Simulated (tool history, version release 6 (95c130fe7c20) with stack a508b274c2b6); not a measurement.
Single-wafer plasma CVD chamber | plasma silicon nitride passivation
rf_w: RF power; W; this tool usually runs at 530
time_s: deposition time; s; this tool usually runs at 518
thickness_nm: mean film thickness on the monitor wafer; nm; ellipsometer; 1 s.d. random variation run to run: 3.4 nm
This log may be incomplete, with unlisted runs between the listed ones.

run	hour	rf_w	time_s	wafers since the last listed run	hours since the last RF generator calibration	hours since the showerhead was replaced	hours since the gauge calibration	read-back reference wafer on the same gauge, thickness_nm	thickness_nm
1	0.0	530	518	0	540.4	7942.5	1294.1	769.980	683.765
# hour 95.7: gauge calibrated
2	103.4	530	518	446	643.8	8045.9	7.7	768.257	686.573
3	179.0	530	518	326	719.4	8121.5	83.3	769.141	690.187
4	255.8	585	470	331	796.2	8198.3	160.1	768.970	643.367
# hour 432.8: RF generator calibrated
5	471.2	585	470	894	38.4	8413.7	375.5	769.163	634.073
# hour 729.1: showerhead replaced
6	729.7	555	518	1080	296.9	0.6	634.0	767.580	704.464
7	817.6	555	518	379	384.8	88.5	721.9	767.783	693.724
8	877.2	555	518	257	444.4	148.1	781.5	768.583	700.442
9	933.6	530	518	243	500.8	204.5	837.9	770.128	685.848
# hour 1131.4: gauge calibrated
10	1189.3	530	518	1103	756.5	460.2	57.9	771.553	686.603
11	1239.4	505	518	216	806.6	510.3	108.0	769.290	670.065
12	1279.2	505	518	171	846.4	550.1	147.8	768.099	681.175
13	1341.8	490	465	270	909.0	612.7	210.4	768.404	609.806
14	1403.9	530	518	267	971.1	674.8	272.5	769.038	691.511
15	1446.9	530	518	185	1014.1	717.8	315.5	769.794	684.373
# hour 1500.7: RF generator calibrated
16	1511.7	580	566	245	11.0	782.6	380.3	769.743	767.959
17	1595.7	615	480	362	95.0	866.6	464.3	770.998	670.912
18	1667.1	615	480	308	166.4	938.0	535.7	768.265	665.603
19	1715.8	505	518	210	215.1	986.7	584.4	770.297	680.513
20	1788.9	530	577	315	288.2	1059.8	657.5	767.475	762.047
21	1843.9	530	474	237	343.2	1114.8	712.5	771.158	626.559
22	1917.6	470	457	317	416.9	1188.5	786.2	770.272	584.350
23	1980.0	440	467	269	479.3	1250.9	848.6	768.168	583.505
24	2054.5	485	518	321	553.8	1325.4	923.1	769.814	668.163
25	2092.9	470	578	165	592.2	1363.8	961.5	770.013	739.396

Here are 5 independent what-if runs from the current tool condition. What would each one return?
A	2093.4	530	518	2	592.7	1364.3	962.0	?	?
B	2093.4	530	428	2	592.7	1364.3	962.0	?	?
C	2093.4	530	487	2	592.7	1364.3	962.0	?	?
D	2093.4	495	489	2	592.7	1364.3	962.0	?	?
E	2093.4	635	559	2	592.7	1364.3	962.0	?	?

run	read-back reference wafer on the same gauge, thickness_nm	thickness_nm
A	769.646	686.368
B	769.646	567.115
C	769.646	645.292
D	769.646	635.536
E	769.646	779.828
Without the tool's unlogged condition, the same runs would have read:
run	thickness_nm
A	686.368
B	567.115
C	645.292
D	635.536
E	779.828
